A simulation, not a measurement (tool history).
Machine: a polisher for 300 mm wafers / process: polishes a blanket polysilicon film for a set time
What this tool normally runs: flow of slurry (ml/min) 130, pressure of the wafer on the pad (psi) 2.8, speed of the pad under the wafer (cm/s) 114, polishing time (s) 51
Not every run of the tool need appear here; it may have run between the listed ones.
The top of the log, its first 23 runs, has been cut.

run,hour,flow of slurry (ml/min),pressure of the wafer on the pad (psi),speed of the pad under the wafer (cm/s),polishing time (s),wafers since the last listed run,wafers polished on this pad,hours since the slurry nozzle was cleaned,hours since the head pressure was calibrated,"incoming thickness of the incoming film, nm",film removed (Å)
# hour 285.2: worn pad replaced by a new one
24,289.2,130,2.8,114,51,87,52,45.1,728.0,1371.1,4692
25,307.0,165,2.1,134,57,231,283,62.9,745.8,1348.0,5407
26,316.9,130,2.8,126,51,128,412,72.8,755.7,1341.0,5099
27,324.5,155,2.1,114,51,98,511,80.4,763.3,1348.8,4050
28,334.5,105,3.3,152,51,130,641,90.4,773.3,1348.6,6597
# hour 337.9: head pressure recalibrated
29,350.1,150,2.8,92,51,176,818,106.0,12.2,1344.7,4172
30,363.1,130,3.4,142,51,169,987,119.0,25.2,1335.0,6742
31,378.3,160,2.8,114,51,197,1185,134.2,40.4,1340.1,4946
32,387.3,130,2.2,114,36,117,1302,143.2,49.4,1336.8,2888
33,401.7,130,1.9,114,58,187,1490,157.6,63.8,1340.5,4115

Run 34 is up next; what results do you expect?
# hour 408.1: worn pad replaced by a new one
34,408.7,150,2.8,132,35,39,7,164.6,70.8,1367.6,?

{"run 34": {"film removed (Å)": 4202}}
Were there no unlogged condition in the tool, this run, its random variation unchanged, would have produced film removed (Å) 4216.

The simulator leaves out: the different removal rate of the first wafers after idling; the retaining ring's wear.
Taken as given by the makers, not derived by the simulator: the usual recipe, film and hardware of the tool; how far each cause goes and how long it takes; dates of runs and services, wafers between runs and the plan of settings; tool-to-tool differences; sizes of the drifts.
